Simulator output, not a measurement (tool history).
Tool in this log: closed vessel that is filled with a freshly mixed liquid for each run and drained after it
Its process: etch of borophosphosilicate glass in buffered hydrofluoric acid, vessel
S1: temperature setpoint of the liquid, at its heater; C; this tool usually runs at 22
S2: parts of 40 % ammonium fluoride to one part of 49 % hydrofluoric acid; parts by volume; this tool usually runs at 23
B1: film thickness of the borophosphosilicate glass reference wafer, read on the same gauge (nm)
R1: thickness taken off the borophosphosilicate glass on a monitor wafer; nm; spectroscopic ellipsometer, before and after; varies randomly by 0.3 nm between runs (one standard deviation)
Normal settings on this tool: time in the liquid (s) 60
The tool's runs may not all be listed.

{"run": 1, "hour": 0.0, "S1": 22, "S2": 20.5, "time in the liquid (s)": 60, "B1": 120, "R1": 48.42}
{"run": 2, "hour": 39.0, "S1": 22, "S2": 23, "time in the liquid (s)": 60, "B1": 119.98, "R1": 45.28}
{"run": 3, "hour": 68.7, "S1": 22, "S2": 23, "time in the liquid (s)": 60, "B1": 120.02, "R1": 45.6}
{"run": 4, "hour": 98.6, "S1": 22, "S2": 23, "time in the liquid (s)": 35, "B1": 120.04, "R1": 26.43}
{"run": 5, "hour": 166.6, "S1": 22, "S2": 23, "time in the liquid (s)": 35, "B1": 119.99, "R1": 26.53}
{"run": 6, "hour": 201.3, "S1": 22, "S2": 23, "time in the liquid (s)": 35, "B1": 120.03, "R1": 26.8}
{"run": 7, "hour": 234.1, "S1": 22, "S2": 23, "time in the liquid (s)": 60, "B1": 119.98, "R1": 45.78}
{"run": 8, "hour": 279.1, "S1": 22, "S2": 17.5, "time in the liquid (s)": 60, "B1": 120.01, "R1": 58.75}
{"hour": 290.3, "done": "thermometer replaced"}
{"run": 9, "hour": 329.9, "S1": 22, "S2": 23, "time in the liquid (s)": 60, "B1": 120.01, "R1": 42.24}
{"run": 10, "hour": 374.9, "S1": 22, "S2": 23, "time in the liquid (s)": 60, "B1": 119.98, "R1": 42.68}
{"hour": 385.9, "done": "hydrofluoric acid flow meter replaced"}
{"run": 11, "hour": 410.2, "S1": 22, "S2": 23, "time in the liquid (s)": 60, "B1": 119.99, "R1": 42.31}
{"run": 12, "hour": 456.5, "S1": 25.5, "S2": 23, "time in the liquid (s)": 45, "B1": 120, "R1": 38.59}
{"run": 13, "hour": 491.7, "S1": 22, "S2": 23, "time in the liquid (s)": 50, "B1": 119.99, "R1": 35.7}
{"run": 14, "hour": 532.9, "S1": 17.5, "S2": 26.5, "time in the liquid (s)": 45, "B1": 120, "R1": 22.93}
{"run": 15, "hour": 580.4, "S1": 25, "S2": 16, "time in the liquid (s)": 95, "B1": 119.98, "R1": 111.01}
{"run": 16, "hour": 621.5, "S1": 22, "S2": 23, "time in the liquid (s)": 60, "B1": 119.96, "R1": 43.33}
{"run": 17, "hour": 682.8, "S1": 18, "S2": 28.5, "time in the liquid (s)": 60, "B1": 120, "R1": 30.52}
{"run": 18, "hour": 710.3, "S1": 24, "S2": 14.5, "time in the liquid (s)": 40, "B1": 119.96, "R1": 49.42}
{"run": 19, "hour": 753.1, "S1": 26.5, "S2": 27.5, "time in the liquid (s)": 85, "B1": 120, "R1": 69.54}
{"hour": 783.4, "done": "hydrofluoric acid flow meter replaced"}
{"run": 20, "hour": 848.9, "S1": 24.5, "S2": 15, "time in the liquid (s)": 75, "B1": 120, "R1": 92.76}
{"hour": 893.6, "done": "gauge calibrated"}
{"run": 21, "hour": 896.2, "S1": 22, "S2": 23, "time in the liquid (s)": 60, "B1": 120, "R1": 44.51}
{"run": 22, "hour": 944.2, "S1": 26.5, "S2": 23, "time in the liquid (s)": 60, "B1": 119.99, "R1": 57.01}
{"run": 23, "hour": 1004.4, "S1": 22, "S2": 23, "time in the liquid (s)": 60, "B1": 120.01, "R1": 44.92}
{"run": 24, "hour": 1062.3, "S1": 22, "S2": 23, "time in the liquid (s)": 60, "B1": 120.02, "R1": 45.2}
{"run": 25, "hour": 1087.2, "S1": 22, "S2": 17, "time in the liquid (s)": 30, "B1": 120, "R1": 29.74}
{"run": 26, "hour": 1137.9, "S1": 22, "S2": 23, "time in the liquid (s)": 60, "B1": 119.98, "R1": 44.86}
{"run": 27, "hour": 1162.9, "S1": 22, "S2": 28.5, "time in the liquid (s)": 45, "B1": 119.99, "R1": 29.57}
{"hour": 1167.2, "done": "hydrofluoric acid flow meter replaced"}
{"run": 28, "hour": 1193.3, "S1": 22, "S2": 23, "time in the liquid (s)": 60, "B1": 120.02, "R1": 45.97}
{"run": 29, "hour": 1225.2, "S1": 24, "S2": 23, "time in the liquid (s)": 95, "B1": 120.01, "R1": 80.73}
{"run": 30, "hour": 1272.9, "S1": 22, "S2": 17, "time in the liquid (s)": 30, "B1": 120.01, "R1": 29.61}
{"hour": 1309.3, "done": "thermometer replaced"}
{"run": 31, "hour": 1321.4, "S1": 22, "S2": 14.5, "time in the liquid (s)": 30, "B1": 120, "R1": 32.6}
{"run": 32, "hour": 1415.2, "S1": 22, "S2": 19.5, "time in the liquid (s)": 80, "B1": 119.98, "R1": 64.83}

Consider 3 possible next runs. They are alternatives, not a sequence: every one starts from the tool as it was left by run 32. What does each give?
{"run": "A", "hour": 1415.9, "S1": 22, "S2": 23, "time in the liquid (s)": 60, "B1": "?", "R1": "?"}
{"run": "B", "hour": 1415.9, "S1": 23.5, "S2": 28, "time in the liquid (s)": 45, "B1": "?", "R1": "?"}
{"run": "C", "hour": 1415.9, "S1": 24.5, "S2": 26, "time in the liquid (s)": 35, "B1": "?", "R1": "?"}

run=A B1=120.04 R1=42.83
run=B B1=120.04 R1=30.43
run=C B1=120.04 R1=26.3
What these runs would have given with no unlogged condition in the tool:
run=A R1=42.17
run=B R1=29.97
run=C R1=25.91
